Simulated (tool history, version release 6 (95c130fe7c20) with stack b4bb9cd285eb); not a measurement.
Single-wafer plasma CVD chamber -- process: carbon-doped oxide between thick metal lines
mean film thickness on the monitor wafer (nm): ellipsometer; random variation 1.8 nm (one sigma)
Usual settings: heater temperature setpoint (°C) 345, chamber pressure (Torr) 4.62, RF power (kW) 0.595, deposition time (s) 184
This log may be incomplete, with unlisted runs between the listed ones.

run	hour	heater temperature setpoint (°C)	chamber pressure (Torr)	RF power (kW)	deposition time (s)	read-back reference wafer on the same gauge, thickness_nm	mean film thickness on the monitor wafer (nm)
1	0.0	345	4.06	0.595	184	995.908	884.968
2	6.7	345	4.62	0.595	184	995.595	906.345
3	19.2	345	4.62	0.595	184	995.865	906.111
4	33.9	345	4.62	0.595	184	995.684	906.552
5	51.2	345	4.62	0.660	184	996.038	958.308
6	64.3	345	4.62	0.660	184	996.412	956.789
7	81.5	345	4.62	0.595	184	996.368	902.804
8	90.1	345	4.62	0.595	184	995.873	900.428
# hour 101.2: showerhead replaced
9	107.3	345	4.62	0.595	184	995.695	902.773
# hour 110.7: gauge calibrated
10	116.3	345	4.62	0.595	184	995.695	902.151
11	124.9	345	4.62	0.595	184	996.446	905.628
12	131.3	345	4.62	0.595	184	996.285	904.348
13	146.5	355	4.62	0.595	184	996.399	880.340
14	162.3	345	4.62	0.595	199	995.834	975.770
# hour 177.4: thermocouple changed; heater temperature recalibrated
# hour 184.1: RF generator calibrated
15	184.6	357	4.62	0.595	184	995.930	918.213
16	187.8	351	5.47	0.640	161	995.894	874.207
17	196.4	335	3.93	0.540	219	996.054	1053.290
18	208.6	330	4.62	0.550	211	996.058	1072.606
# hour 221.3: capacitance manometer re-zeroed and calibrated
19	221.8	345	4.62	0.595	184	996.385	945.230

Run 20 has not been measured yet. What should we expect?
20	228.1	345	4.62	0.595	184	?	?

read-back reference wafer on the same gauge, thickness_nm: 995.958
mean film thickness on the monitor wafer (nm): 945.090
If the tool had no hidden condition, the same run with the same run-to-run variation would have returned mean film thickness on the monitor wafer (nm) 945.474.
